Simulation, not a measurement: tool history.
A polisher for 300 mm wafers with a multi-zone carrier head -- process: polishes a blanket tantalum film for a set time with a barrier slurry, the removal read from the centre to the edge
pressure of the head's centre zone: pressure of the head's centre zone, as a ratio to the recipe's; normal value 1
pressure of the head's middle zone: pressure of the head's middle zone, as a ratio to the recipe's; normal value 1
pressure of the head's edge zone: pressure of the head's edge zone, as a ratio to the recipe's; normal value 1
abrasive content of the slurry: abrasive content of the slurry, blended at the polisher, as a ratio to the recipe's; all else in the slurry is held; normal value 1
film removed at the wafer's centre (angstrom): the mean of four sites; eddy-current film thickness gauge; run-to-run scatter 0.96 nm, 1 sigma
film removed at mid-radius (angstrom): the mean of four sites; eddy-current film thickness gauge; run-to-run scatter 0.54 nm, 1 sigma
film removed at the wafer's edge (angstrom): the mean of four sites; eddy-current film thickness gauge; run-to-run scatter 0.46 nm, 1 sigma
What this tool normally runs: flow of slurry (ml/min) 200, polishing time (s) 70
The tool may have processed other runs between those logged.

run	hour	flow of slurry (ml/min)	pressure of the head's centre zone	pressure of the head's middle zone	pressure of the head's edge zone	abrasive content of the slurry	polishing time (s)	wafers since the last listed run	wafers polished on this pad	hours since the slurry nozzle was cleaned	hours since the centre zone pressure was calibrated	hours since the edge zone pressure was calibrated	hours since the carrier head's membrane was replaced	incoming thickness of the incoming film, nm	film removed at the wafer's centre (angstrom)	film removed at mid-radius (angstrom)	film removed at the wafer's edge (angstrom)
1	0	200	1	1	1	1	70	0	2014	558.2	1141.4	5.4	444.1	344.5	664	653	666
2	61.2	200	1	1	1	1	70	544	2559	619.4	1202.6	66.6	505.3	339.4	664	654	667
3	122.3	200	1	1	1	1	70	543	3103	680.5	1263.7	127.7	566.4	341.7	640	654	659
# hour 174.2: worn pad replaced by a new one
4	174.7	200	1	0.95	1	1	70	430	4	732.9	1316.1	180.1	618.8	333.8	659	628	673
5	213.3	175	1	1	1	1	70	343	348	771.5	1354.7	218.7	657.4	339.5	628	636	648
6	247.6	200	0.89	1	1	1	86	305	653	805.8	1389	253	691.7	343	722	805	811
# hour 263.9: slurry nozzle cleaned
7	317.5	200	1	1	1.1	1	93	613	1267	53.6	1458.9	322.9	761.6	337.8	794	803	877
8	348.6	200	0.93	1	0.96	1	70	276	1544	84.7	1490	354	792.7	340.3	561	605	617
9	407.3	200	1	1	0.91	1	70	522	2066	143.4	1548.7	412.7	851.4	336.4	585	594	596
# hour 425.7: centre zone pressure recalibrated
# hour 448.3: carrier head's membrane replaced by a new one
10	448.7	200	1.06	0.9	1.09	1	70	306	2372	184.8	23	454.1	0.4	340.4	610	550	653
11	489.4	250	1.09	0.93	1.11	1	70	362	2735	225.5	63.7	494.8	41.1	345.6	655	596	673
12	513.6	200	1	1	1	1	70	215	2950	249.7	87.9	519	65.3	343.1	585	586	619
# hour 525.6: worn pad replaced by a new one
13	585.1	200	1	1	1	0.85	70	600	529	321.2	159.4	590.5	136.8	340	511	529	560
14	653.9	200	1	1	1	1	70	612	1142	390	228.2	659.3	205.6	343.7	554	577	611
# hour 693.9: slurry nozzle cleaned, repeated, since the last time left the tool worse
15	715.2	200	0.95	0.9	1	1	70	536	1678	21.3	289.5	720.6	266.9	334.5	663	623	682
16	779.9	200	1	1	1	1	70	575	2254	86	354.2	785.3	331.6	338.8	674	677	688
17	832.4	235	1	0.88	0.9	1	61	467	2722	138.5	406.7	837.8	384.1	336.8	595	544	571
# hour 931.4: edge zone pressure recalibrated
# hour 941.8: worn pad replaced by a new one
18	1018.8	200	0.96	0.92	1	1.2	91	1606	685	324.9	593.1	87.4	570.5	338.1	905	893	941
19	1078.5	155	1	1	1	1	70	531	1216	384.6	652.8	147.1	630.2	341.4	629	631	648
20	1142.9	165	1	1.05	0.97	1	70	573	1789	449	717.2	211.5	694.6	341.4	640	651	640

Some steps in film removed at the wafer's centre (angstrom), run to run, broken into two amounts with sign: the step expected even without the hidden condition (settings, incoming material, random variation), and the rest, left for the hidden condition together with whatever gauge scatter is not in both the measured and the hidden-condition-free result:
Hidden state present: removal rate lost through wear of the pad, %; slurry flow missing at the pad, %; deviation of the centre zone's pressure from its setpoint, %; deviation of the edge zone's pressure from its setpoint, %.
Run 6 -> 7: pressure of the head's centre zone 0.89 -> 1, pressure of the head's edge zone 1 -> 1.1, polishing time (s) 86 -> 93, slurry nozzle cleaned. film removed at the wafer's centre (angstrom) +72: hidden state -72, all else +144.
Run 14 -> 15: pressure of the head's centre zone 1 -> 0.95, pressure of the head's middle zone 1 -> 0.9, slurry nozzle cleaned, repeated, since the last time left the tool worse. film removed at the wafer's centre (angstrom) +109: hidden state +118, all else -9.
Run 17 -> 18: flow of slurry (ml/min) 235 -> 200, pressure of the head's centre zone 1 -> 0.96, pressure of the head's middle zone 0.88 -> 0.92, pressure of the head's edge zone 0.9 -> 1, abrasive content of the slurry 1 -> 1.2, polishing time (s) 61 -> 91, edge zone pressure recalibrated, worn pad replaced by a new one. film removed at the wafer's centre (angstrom) +310: hidden state -13, all else +323.
Run 18 -> 19: flow of slurry (ml/min) 200 -> 155, pressure of the head's centre zone 0.96 -> 1, pressure of the head's middle zone 0.92 -> 1, abrasive content of the slurry 1.2 -> 1, polishing time (s) 91 -> 70. film removed at the wafer's centre (angstrom) -276: hidden state -1, all else -275.

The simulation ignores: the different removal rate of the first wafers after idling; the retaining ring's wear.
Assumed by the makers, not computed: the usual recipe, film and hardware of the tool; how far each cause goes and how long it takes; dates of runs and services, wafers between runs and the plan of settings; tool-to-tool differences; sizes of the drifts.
